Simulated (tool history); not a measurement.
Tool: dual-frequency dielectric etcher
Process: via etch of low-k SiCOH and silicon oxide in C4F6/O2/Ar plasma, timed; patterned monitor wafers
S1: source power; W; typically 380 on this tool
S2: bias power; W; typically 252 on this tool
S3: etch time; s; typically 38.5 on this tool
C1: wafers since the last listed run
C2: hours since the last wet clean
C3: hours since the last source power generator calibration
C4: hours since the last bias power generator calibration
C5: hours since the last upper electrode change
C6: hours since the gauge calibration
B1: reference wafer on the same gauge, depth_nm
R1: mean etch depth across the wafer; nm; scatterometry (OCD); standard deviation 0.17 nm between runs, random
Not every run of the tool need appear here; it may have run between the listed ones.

run	day	S1	S2	S3	C1	C2	C3	C4	C5	C6	B1	R1
1	0.000	380	252	42.5	0	431.4	2960.2	3558.7	1964.6	231.8	102	124.1
# day 1.712: wet clean of the chamber
2	3.154	320	252	38.5	838	34.6	3035.9	3634.4	2040.3	307.5	102	103.9
3	5.875	320	252	38.5	1059	99.9	3101.2	3699.7	2105.6	372.8	102	103.9
4	7.617	340	252	38.5	678	141.7	3143.0	3741.5	2147.4	414.6	102	106.7
5	10.917	340	252	38.5	1285	220.9	3222.2	3820.7	2226.6	493.8	102	106.9
# day 13.521: bias power generator calibrated
6	13.679	340	252	38.5	1010	287.2	3288.5	3.8	2292.9	560.1	102	107.0
7	17.142	380	252	38.5	1348	370.3	3371.6	86.9	2376.0	643.2	102	112.6
8	19.983	470	276	45.0	1106	438.5	3439.8	155.1	2444.2	711.4	102	150.0
# day 22.279: wet clean of the chamber
9	22.300	380	252	42.5	512	0.5	3495.4	210.7	2499.8	767.0	102	124.9
# day 27.050: upper electrode replaced
10	27.071	340	190	43.5	1468	115.0	3609.9	325.2	0.5	881.5	102	109.9
11	28.738	440	213	38.5	648	155.0	3649.9	365.2	40.5	921.5	102	114.0
# day 28.750: gauge calibrated
# day 29.667: source power generator calibrated
12	32.717	380	285	30.0	1484	250.5	73.2	460.7	136.0	95.2	102	90.1
13	37.121	380	252	38.5	1714	356.2	178.9	566.4	241.7	200.9	102	110.6
14	39.900	320	252	33.0	1082	422.9	245.6	633.1	308.4	267.6	102	87.0

Consider 4 possible next runs. They are alternatives, not a sequence: every one starts from the tool as it was left by run 14. What does each give?
A	39.917	280	252	38.5	6	423.3	246.0	633.5	308.8	268.0	?	?
B	39.917	430	293	38.5	6	423.3	246.0	633.5	308.8	268.0	?	?
C	39.917	380	252	45.0	6	423.3	246.0	633.5	308.8	268.0	?	?
D	39.917	380	300	42.0	6	423.3	246.0	633.5	308.8	268.0	?	?

run	B1	R1
A	102	94.8
B	102	123.5
C	102	129.1
D	102	128.2
Take away the tool's hidden state, keep each run's random variation, and the runs would have read:
run	R1
A	95.0
B	123.7
C	129.3
D	128.4
